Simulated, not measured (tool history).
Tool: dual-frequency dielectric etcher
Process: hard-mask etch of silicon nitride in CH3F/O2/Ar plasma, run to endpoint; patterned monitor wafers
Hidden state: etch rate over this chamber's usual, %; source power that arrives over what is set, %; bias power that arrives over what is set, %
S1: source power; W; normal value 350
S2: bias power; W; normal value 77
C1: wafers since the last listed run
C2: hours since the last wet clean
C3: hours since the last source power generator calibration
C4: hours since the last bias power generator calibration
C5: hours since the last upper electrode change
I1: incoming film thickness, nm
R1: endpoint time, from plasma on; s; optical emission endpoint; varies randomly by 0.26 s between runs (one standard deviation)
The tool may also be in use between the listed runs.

run    hour   S1  S2   C1     C2      C3      C4      C5     I1    R1
  1       0  350  77    0  283.7  1199.8  3904.1  1302.5  41.53  61.1
         34  -- wet clean of the chamber
  2    64.5  350  77  336   30.5  1264.3  3968.6    1367  41.75  61.7
  3   119.1  350  77  453   85.1  1318.9  4023.2  1421.6  41.67  61.1
  4     160  350  77  339    126  1359.8  4064.1  1462.5  41.78  61.8
  5   185.8  350  77  214  151.8  1385.6  4089.9  1488.3  41.49    61
  6   254.2  350  77  567  220.2    1454  4158.3  1556.7  41.93  62.1
  7     300  350  77  380    266  1499.8  4204.1  1602.5  41.51  60.8
  8     364  350  77  531    330  1563.8  4268.1  1666.5  41.56  61.3
      397.2  -- wet clean of the chamber
  9   418.4  350  77  252   21.2  1618.2  4322.5  1720.9   41.6  60.8
 10   474.4  350  77  464   77.2  1674.2  4378.5  1776.9  41.79  60.9
 11   505.7  350  77  259  108.5  1705.5  4409.8  1808.2  41.35  61.1
 12     563  350  77  475  165.8  1762.8  4467.1  1865.5  41.49  60.9
        627  -- source power generator calibrated
 13   632.4  350  77  542  235.2     5.4  4536.5  1934.9  41.65  62.4
 14   694.6  350  77  516  297.4    67.6  4598.7  1997.1  41.99  61.9
 15   729.3  350  77  287  332.1   102.3  4633.4  2031.8  41.75  62.2
      790.2  -- upper electrode replaced
      791.8  -- wet clean of the chamber
      794.2  -- bias power generator calibrated
 16   794.7  380  77  310    2.9   167.7     0.5     4.5  41.51  58.8
 17     814  320  77  160   22.2     187    19.8    23.8  41.75  65.5
 18   878.6  310  77  536   86.8   251.6    84.4    88.4  41.22  66.3
 19   919.4  350  61  338  127.6   292.4   125.2   129.2  41.45  68.9
 20   969.4  320  63  414  177.6   342.4   175.2   179.2  41.69  72.6
 21  1031.2  350  94  512  239.4   404.2     237     241  41.79  56.6
 22  1065.5  350  77  284  273.7   438.5   271.3   275.3  41.56    62
     1112.2  -- wet clean of the chamber
 23  1112.7  380  63  192    0.5   485.7   318.5   322.5  41.69  65.4
 24  1145.4  350  71  271   33.2   518.4   351.2   355.2  41.95  64.8
 25  1190.4  350  60  373   78.2   563.4   396.2   400.2  41.87  69.9
 26  1237.2  350  77  388    125   610.2     443     447  41.06  61.1
 27  1304.1  280  63  555  191.9   677.1   509.9   513.9  42.11  79.2
 28  1333.2  300  71  241    221   706.2     539     543   41.7  71.2
 29  1394.1  350  91  505  281.9   767.1   599.9   603.9  42.02    58
     1483.8  -- wet clean of the chamber
 30  1537.9  350  86  994   54.1   910.9   743.7   747.7  41.39  58.2
 31  1581.8  280  77  364     98   954.8   787.6   791.6  41.55  71.4
 32  1642.7  350  77  505  158.9  1015.7   848.5   852.5  41.42  61.5

What the log doesn't show, run by run:
etch rate over this chamber's usual, %: 0 across all the runs
bias power that arrives over what is set, %: 0 across all the runs
H1: source power that arrives over what is set, %
run       H1
  1    0.989
  2     1.16
  3     1.32
  4     1.43
  5     1.51
  6     1.72
  7     1.87
  8     2.08
  9     2.27
 10     2.47
 11     2.59
 12      2.8
 13   -0.249
 14   -0.244
 15   -0.238
 16   -0.218
 17   -0.211
 18    -0.18
 19   -0.156
 20   -0.122
 21  -0.0714
 22    -0.04
 23   0.0074
 24   0.0431
 25    0.096
 26    0.156
 27    0.249
 28    0.293
 29    0.391
 30    0.653
 31    0.742
 32    0.872
